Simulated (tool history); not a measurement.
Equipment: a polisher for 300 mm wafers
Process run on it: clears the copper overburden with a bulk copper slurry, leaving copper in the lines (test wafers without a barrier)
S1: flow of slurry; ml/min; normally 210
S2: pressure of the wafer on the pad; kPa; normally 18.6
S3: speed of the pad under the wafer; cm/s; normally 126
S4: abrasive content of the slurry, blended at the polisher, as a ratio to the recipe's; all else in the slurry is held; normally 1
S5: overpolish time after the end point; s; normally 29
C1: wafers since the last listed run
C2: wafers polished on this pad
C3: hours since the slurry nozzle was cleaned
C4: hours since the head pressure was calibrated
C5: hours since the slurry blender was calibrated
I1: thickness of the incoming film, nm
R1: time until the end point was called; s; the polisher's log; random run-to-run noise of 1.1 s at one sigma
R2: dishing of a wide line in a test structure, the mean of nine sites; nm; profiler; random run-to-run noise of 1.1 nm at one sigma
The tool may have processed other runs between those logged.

run     day   S1    S2   S3    S4  S5    C1    C2     C3     C4     C5     I1     R1    R2
  1       0  210  18.6  126     1  29     0  2874  283.4    438  125.5  818.7   82.7    64
  2   1.575  210  18.6  126     1  29   483  3357  321.2  475.8  163.3  811.8   80.7  65.6
      2.525  -- head pressure recalibrated
  3   4.208  210  18.6  154   0.8  29   782  4140  384.4   40.4  226.5  816.3   68.8  65.9
  4   5.942  210  18.6  154   0.8  29   531  4672    426     82  268.1  825.2   70.6  65.8
      7.667  -- worn pad replaced by a new one
  5   8.608  210  14.5  104     1  29   767   289    490    146  332.1  818.6  118.1  59.7
  6  12.142  210  14.5  104     1  29  1084  1373  574.8  230.8  416.9  827.8  119.1  59.8
       13.4  -- slurry nozzle cleaned
  7  16.571  210  14.5  104     1  29  1346  2720   76.1  337.1  523.2  810.3  124.8  60.4
     17.483  -- slurry blender recalibrated
     20.154  -- head pressure recalibrated
  8  20.833  210  18.6  126     1  29  1257  3977  178.4   16.3   80.4  818.7   77.8  64.9
      23.45  -- worn pad replaced by a new one
  9  24.146  210  18.6  126  1.15  29   965   213  257.9   95.8  159.9  800.6   73.5    65
 10  26.996  210  18.6  126  1.15  29   874  1088  326.3  164.2  228.3  804.2     77  63.8
 11  29.271  210  18.6  126     1  29   698  1786  380.9  218.8  282.9  812.2   78.7  64.9
 12  31.754  210  18.6  126     1  29   762  2548  440.5  278.4  342.5  803.9   81.9  64.5
 13  34.262  210  20.7  126     1  29   769  3318  500.7  338.6  402.7  809.8     77  66.5
 14  35.825  210  18.6  126     1  29   479  3798  538.2  376.1  440.2    815   85.3  64.5
     37.938  -- slurry blender recalibrated
     39.046  -- head pressure recalibrated
 15  39.967  210  21.4  126     1  15  1220  5018  637.6   22.1   48.7  819.8   71.9  60.7
     40.912  -- slurry nozzle cleaned
     41.229  -- worn pad replaced by a new one, of another model than before
 16  43.992  210  18.6  126   0.9  13  1171   847   73.9  118.7  145.3    804   81.7  52.6
 17  45.796  190  18.6  126   1.1  29   553  1401  117.2    162  188.6  809.6   78.2  65.1
 18  48.296  235  18.6  126     1  29   767  2168  177.2    222  248.6  815.2   78.7  63.9
 19  51.604  210  18.6  126     1  29  1015  3184  256.6  301.4    328  815.3   81.5  63.6
 20  55.933  140  18.6  126     1  17  1328  4512  360.5  405.3  431.9    807   84.5  57.9
     57.675  -- head pressure recalibrated
 21  57.817  210  14.5  104     1  29   552  5065  405.7    3.4  477.1  804.2  117.3    59
     59.954  -- slurry blender recalibrated
     60.325  -- worn pad replaced by a new one
 22  61.221  210  18.6  126     1  29   968   274  487.4   85.1   30.4  817.8   79.7  64.3
     61.696  -- slurry nozzle cleaned
 23  65.438  210  13.1  126   0.8  29  1281  1556   89.8  186.3  131.6  809.8  115.9  57.6
 24    69.9  210  18.6  126     1  18  1369  2925  196.9  293.4  238.7  818.8   78.9  60.5
 25    71.8  210  14.5  104     1  29   583  3509  242.5    339  284.3    820    112  59.5
     74.804  -- head pressure recalibrated
 26  75.192  210  21.4  162     1  29  1015  4524  323.9    9.3  365.7  826.4   64.4  68.1
     77.554  -- worn pad replaced by a new one
 27  77.838  210  15.2  168     1  15   760    86  387.4   72.8  429.2  816.8   83.4  53.4
     79.462  -- slurry blender recalibrated
 28  82.329  250  12.4  170  1.25  29  1353  1439  495.2  180.6   68.8  815.9   90.7  60.9

Below, each run's measurement less what the same run would have read without the hidden state. Both values contain the same run-to-run variation, but the gauge's scatter may not be the same in both:
What the log doesn't record here: removal rate lost through wear of the pad, %; slurry flow missing at the pad, %; deviation of the head's pressure from its setpoint, %; abrasive missing from the slurry, %.
run     R1    R2
  1     +2  -0.1
  2   +2.2  -0.2
  3   +2.3  -0.2
  4   +2.8  -0.1
  5   +6.3  -0.6
  6     +9    -1
  7  +14.3  -1.5
  8   +0.7    +0
  9   +1.1    +0
 10   +1.7  -0.1
 11   +2.4  -0.2
 12   +3.4  -0.2
 13   +4.4  -0.3
 14   +5.7  -0.5
 15   +0.9  -0.2
 16   +1.4  -0.4
 17   +1.8  -0.1
 18   +2.4  -0.2
 19   +3.7  -0.3
 20   +6.1  -1.3
 21  +10.2    -1
 22   +0.7    +0
 23   +1.5  -0.2
 24     +2  -0.4
 25   +3.6  -0.3
 26   +3.1  -0.2
 27   +5.5  -1.1
 28   +0.9    +0
